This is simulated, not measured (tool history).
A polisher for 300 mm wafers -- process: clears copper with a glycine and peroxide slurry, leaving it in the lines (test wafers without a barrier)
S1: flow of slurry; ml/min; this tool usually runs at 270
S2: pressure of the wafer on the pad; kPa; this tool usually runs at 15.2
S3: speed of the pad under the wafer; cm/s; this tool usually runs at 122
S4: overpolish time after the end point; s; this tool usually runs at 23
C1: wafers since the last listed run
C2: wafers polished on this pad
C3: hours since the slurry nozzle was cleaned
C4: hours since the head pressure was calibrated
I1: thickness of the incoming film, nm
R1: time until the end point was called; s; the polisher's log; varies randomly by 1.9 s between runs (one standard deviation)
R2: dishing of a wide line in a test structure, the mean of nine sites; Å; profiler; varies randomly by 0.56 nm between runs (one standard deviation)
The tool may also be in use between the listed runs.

run,day,S1,S2,S3,S4,C1,C2,C3,C4,I1,R1,R2
1,0.000,270,15.2,122,23,0,1013,36.3,261.3,823.6,155.9,417
# day 1.275: worn pad replaced by a new one
2,2.612,270,15.2,122,13,371,203,99.0,324.0,807.5,151.8,313
3,3.783,270,16.5,122,17,177,380,127.1,352.1,817.0,142.7,376
4,4.288,270,15.2,122,23,76,457,139.2,364.2,819.3,153.9,410
5,5.700,270,15.2,122,23,214,672,173.1,398.1,805.0,150.6,404
6,7.192,270,15.2,122,23,226,898,208.9,433.9,808.3,156.7,415
7,7.792,270,15.2,122,23,91,989,223.3,448.3,800.4,150.7,399
# day 8.042: worn pad replaced by a new one
8,9.200,270,15.2,122,23,188,175,257.1,482.1,812.9,156.6,415
9,10.654,270,15.2,122,31,220,396,292.0,517.0,808.3,152.7,436
10,12.088,270,15.2,122,23,217,614,326.4,551.4,815.8,154.7,404
11,13.229,270,15.2,122,23,173,787,353.8,578.8,810.5,154.0,409
12,14.658,270,15.2,122,23,217,1005,388.1,613.1,804.9,153.4,411
# day 15.021: worn pad replaced by a new one
13,15.292,270,15.2,122,23,70,41,403.3,628.3,806.4,154.3,405
14,17.125,270,15.2,122,23,278,319,447.3,672.3,815.4,154.1,397
15,18.050,270,15.2,122,23,140,460,469.5,694.5,806.9,153.1,394
16,19.350,270,15.2,122,23,197,657,500.7,725.7,803.8,155.2,395
17,19.988,235,20.0,150,29,96,754,516.0,741.0,803.5,109.3,460
# day 22.254: head pressure recalibrated
18,22.354,270,18.6,108,15,346,1101,572.8,2.4,797.5,140.9,351
# day 22.700: worn pad replaced by a new one
19,23.438,270,15.2,122,23,139,112,598.8,28.4,796.6,155.8,398
# day 23.796: slurry nozzle cleaned
20,24.179,270,13.1,100,35,106,218,9.2,46.2,810.8,218.8,417
21,24.712,185,13.1,122,23,81,299,22.0,59.0,806.6,214.9,365
22,25.288,270,15.2,122,23,87,387,35.8,72.8,804.4,168.0,390
23,26.725,215,13.1,144,27,218,605,70.3,107.3,809.3,185.0,397
24,28.092,270,15.2,122,23,207,812,103.1,140.1,798.7,166.8,386
25,29.304,270,15.2,122,23,184,997,132.2,169.2,812.7,172.1,395
26,30.338,365,15.2,122,23,156,1154,157.0,194.0,801.4,156.6,410
# day 30.696: worn pad replaced by a new one
27,31.046,180,11.0,92,18,82,52,174.0,211.0,801.8,292.9,264
# day 31.146: slurry nozzle cleaned, repeated, since the last time left the tool worse
28,32.425,270,20.7,122,12,203,256,30.7,244.1,805.8,118.6,345
29,33.554,270,15.2,122,23,171,427,57.8,271.2,811.4,152.6,416
30,34.975,295,15.2,122,23,215,643,91.9,305.3,804.3,148.6,401
31,35.496,200,9.7,122,23,79,722,104.4,317.8,815.8,224.9,351

What if the next run were any one of these 5? Each begins from the tool's condition after run 31:
A,35.517,270,17.2,122,23,3,725,104.9,318.3,795.8,?,?
B,35.517,180,15.2,104,14,3,725,104.9,318.3,795.8,?,?
C,35.517,270,15.2,98,13,3,725,104.9,318.3,795.8,?,?
D,35.517,345,15.2,98,23,3,725,104.9,318.3,795.8,?,?
E,35.517,355,15.2,122,10,3,725,104.9,318.3,795.8,?,?

run,R1,R2
A,135.0,415
B,175.8,299
C,172.0,291
D,168.0,392
E,146.2,271
Without the tool's hidden state the same runs would have given:
run,R1,R2
A,134.8,415
B,175.4,300
C,171.8,291
D,167.8,392
E,146.0,271
